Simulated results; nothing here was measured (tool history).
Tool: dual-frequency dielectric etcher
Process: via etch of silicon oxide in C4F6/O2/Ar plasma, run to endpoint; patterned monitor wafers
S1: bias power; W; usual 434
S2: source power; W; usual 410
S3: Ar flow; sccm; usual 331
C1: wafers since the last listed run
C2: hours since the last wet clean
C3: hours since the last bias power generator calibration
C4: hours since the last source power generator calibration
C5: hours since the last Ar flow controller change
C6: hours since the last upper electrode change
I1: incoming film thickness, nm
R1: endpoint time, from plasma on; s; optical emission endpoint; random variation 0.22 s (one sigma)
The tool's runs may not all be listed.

{"run": 1, "day": 0.0, "S1": 434, "S2": 410, "S3": 331, "C1": 0, "C2": 15.7, "C3": 4123.4, "C4": 2176.0, "C5": 4403.4, "C6": 1150.5, "I1": 194.7, "R1": 47.6}
{"run": 2, "day": 2.025, "S1": 434, "S2": 410, "S3": 331, "C1": 749, "C2": 64.3, "C3": 4172.0, "C4": 2224.6, "C5": 4452.0, "C6": 1199.1, "I1": 193.7, "R1": 47.5}
{"day": 3.304, "done": "bias power generator calibrated"}
{"run": 3, "day": 3.938, "S1": 434, "S2": 410, "S3": 331, "C1": 646, "C2": 110.2, "C3": 15.2, "C4": 2270.5, "C5": 4497.9, "C6": 1245.0, "I1": 192.2, "R1": 46.8}
{"run": 4, "day": 7.175, "S1": 434, "S2": 410, "S3": 331, "C1": 1198, "C2": 187.9, "C3": 92.9, "C4": 2348.2, "C5": 4575.6, "C6": 1322.7, "I1": 193.4, "R1": 46.7}
{"run": 5, "day": 11.583, "S1": 434, "S2": 410, "S3": 331, "C1": 1632, "C2": 293.7, "C3": 198.7, "C4": 2454.0, "C5": 4681.4, "C6": 1428.5, "I1": 191.9, "R1": 46.4}
{"run": 6, "day": 15.988, "S1": 434, "S2": 410, "S3": 331, "C1": 1630, "C2": 399.4, "C3": 304.4, "C4": 2559.7, "C5": 4787.1, "C6": 1534.2, "I1": 193.6, "R1": 46.5}
{"run": 7, "day": 17.592, "S1": 434, "S2": 410, "S3": 379, "C1": 593, "C2": 437.9, "C3": 342.9, "C4": 2598.2, "C5": 4825.6, "C6": 1572.7, "I1": 194.8, "R1": 47.3}
{"run": 8, "day": 20.0, "S1": 434, "S2": 410, "S3": 331, "C1": 891, "C2": 495.7, "C3": 400.7, "C4": 2656.0, "C5": 4883.4, "C6": 1630.5, "I1": 192.8, "R1": 45.8}
{"run": 9, "day": 21.704, "S1": 434, "S2": 410, "S3": 364, "C1": 630, "C2": 536.6, "C3": 441.6, "C4": 2696.9, "C5": 4924.3, "C6": 1671.4, "I1": 191.3, "R1": 45.8}
{"day": 25.738, "done": "wet clean of the chamber"}
{"run": 10, "day": 26.017, "S1": 332, "S2": 370, "S3": 331, "C1": 1226, "C2": 6.7, "C3": 545.1, "C4": 2800.4, "C5": 5027.8, "C6": 1774.9, "I1": 195.1, "R1": 55.4}
{"run": 11, "day": 28.15, "S1": 371, "S2": 360, "S3": 331, "C1": 789, "C2": 57.9, "C3": 596.3, "C4": 2851.6, "C5": 5079.0, "C6": 1826.1, "I1": 192.8, "R1": 53.8}
{"run": 12, "day": 30.125, "S1": 434, "S2": 410, "S3": 331, "C1": 731, "C2": 105.3, "C3": 643.7, "C4": 2899.0, "C5": 5126.4, "C6": 1873.5, "I1": 192.1, "R1": 46.8}
{"run": 13, "day": 32.112, "S1": 394, "S2": 410, "S3": 252, "C1": 735, "C2": 153.0, "C3": 691.4, "C4": 2946.7, "C5": 5174.1, "C6": 1921.2, "I1": 193.4, "R1": 47.9}
{"run": 14, "day": 36.054, "S1": 434, "S2": 410, "S3": 331, "C1": 1459, "C2": 247.6, "C3": 786.0, "C4": 3041.3, "C5": 5268.7, "C6": 2015.8, "I1": 194.5, "R1": 47.2}
{"run": 15, "day": 39.833, "S1": 434, "S2": 410, "S3": 278, "C1": 1399, "C2": 338.3, "C3": 876.7, "C4": 3132.0, "C5": 5359.4, "C6": 2106.5, "I1": 194.5, "R1": 46.7}
{"day": 40.35, "done": "source power generator calibrated"}
{"run": 16, "day": 43.488, "S1": 434, "S2": 410, "S3": 364, "C1": 1291, "C2": 426.0, "C3": 964.4, "C4": 75.3, "C5": 5447.1, "C6": 2194.2, "I1": 193.4, "R1": 46.8}
{"run": 17, "day": 45.6, "S1": 434, "S2": 410, "S3": 331, "C1": 782, "C2": 476.7, "C3": 1015.1, "C4": 126.0, "C5": 5497.8, "C6": 2244.9, "I1": 195.1, "R1": 46.4}
{"run": 18, "day": 47.508, "S1": 485, "S2": 410, "S3": 358, "C1": 706, "C2": 522.5, "C3": 1060.9, "C4": 171.8, "C5": 5543.6, "C6": 2290.7, "I1": 193.8, "R1": 44.2}
{"day": 52.346, "done": "upper electrode replaced"}
{"run": 19, "day": 52.367, "S1": 434, "S2": 360, "S3": 378, "C1": 1428, "C2": 639.1, "C3": 1177.5, "C4": 288.4, "C5": 5660.2, "C6": 0.5, "I1": 193.9, "R1": 49.9}
{"day": 52.929, "done": "Ar flow controller replaced"}
{"day": 54.192, "done": "wet clean of the chamber"}
{"run": 20, "day": 54.212, "S1": 503, "S2": 410, "S3": 364, "C1": 220, "C2": 0.5, "C3": 1221.8, "C4": 332.7, "C5": 30.8, "C6": 44.8, "I1": 192.8, "R1": 44.9}
{"run": 21, "day": 55.683, "S1": 434, "S2": 410, "S3": 331, "C1": 544, "C2": 35.8, "C3": 1257.1, "C4": 368.0, "C5": 66.1, "C6": 80.1, "I1": 193.0, "R1": 47.1}
{"run": 22, "day": 58.604, "S1": 434, "S2": 410, "S3": 331, "C1": 1081, "C2": 105.9, "C3": 1327.2, "C4": 438.1, "C5": 136.2, "C6": 150.2, "I1": 192.5, "R1": 46.3}
{"run": 23, "day": 61.308, "S1": 482, "S2": 460, "S3": 253, "C1": 1001, "C2": 170.8, "C3": 1392.1, "C4": 503.0, "C5": 201.1, "C6": 215.1, "I1": 192.7, "R1": 41.5}
{"run": 24, "day": 73.479, "S1": 434, "S2": 410, "S3": 298, "C1": 4506, "C2": 462.9, "C3": 1684.2, "C4": 795.1, "C5": 493.2, "C6": 507.2, "I1": 194.6, "R1": 46.0}
{"day": 76.192, "done": "wet clean of the chamber"}
{"run": 25, "day": 77.208, "S1": 365, "S2": 440, "S3": 265, "C1": 1010, "C2": 24.4, "C3": 1773.7, "C4": 884.6, "C5": 582.7, "C6": 596.7, "I1": 192.4, "R1": 47.4}
{"run": 26, "day": 81.429, "S1": 434, "S2": 410, "S3": 331, "C1": 1562, "C2": 125.7, "C3": 1875.0, "C4": 985.9, "C5": 684.0, "C6": 698.0, "I1": 194.4, "R1": 47.0}
{"run": 27, "day": 85.329, "S1": 521, "S2": 410, "S3": 307, "C1": 1443, "C2": 219.3, "C3": 1968.6, "C4": 1079.5, "C5": 777.6, "C6": 791.6, "I1": 193.9, "R1": 43.5}
{"run": 28, "day": 87.988, "S1": 530, "S2": 410, "S3": 368, "C1": 984, "C2": 283.1, "C3": 2032.4, "C4": 1143.3, "C5": 841.4, "C6": 855.4, "I1": 195.6, "R1": 44.0}
{"run": 29, "day": 89.988, "S1": 369, "S2": 410, "S3": 357, "C1": 740, "C2": 331.1, "C3": 2080.4, "C4": 1191.3, "C5": 889.4, "C6": 903.4, "I1": 192.0, "R1": 49.3}

Forecast each of these 4 alternatives for the next run:
{"run": "A", "day": 90.004, "S1": 434, "S2": 460, "S3": 331, "C1": 6, "C2": 331.5, "C3": 2080.8, "C4": 1191.7, "C5": 889.8, "C6": 903.8, "I1": 194.7, "R1": "?"}
{"run": "B", "day": 90.004, "S1": 346, "S2": 500, "S3": 292, "C1": 6, "C2": 331.5, "C3": 2080.8, "C4": 1191.7, "C5": 889.8, "C6": 903.8, "I1": 194.7, "R1": "?"}
{"run": "C", "day": 90.004, "S1": 516, "S2": 440, "S3": 250, "C1": 6, "C2": 331.5, "C3": 2080.8, "C4": 1191.7, "C5": 889.8, "C6": 903.8, "I1": 194.7, "R1": "?"}
{"run": "D", "day": 90.004, "S1": 434, "S2": 450, "S3": 300, "C1": 6, "C2": 331.5, "C3": 2080.8, "C4": 1191.7, "C5": 889.8, "C6": 903.8, "I1": 194.7, "R1": "?"}

run=A R1=44.3
run=B R1=45.9
run=C R1=41.5
run=D R1=44.4
Without the tool's hidden state the same runs would have given:
run=A R1=45.1
run=B R1=46.6
run=C R1=42.2
run=D R1=45.2
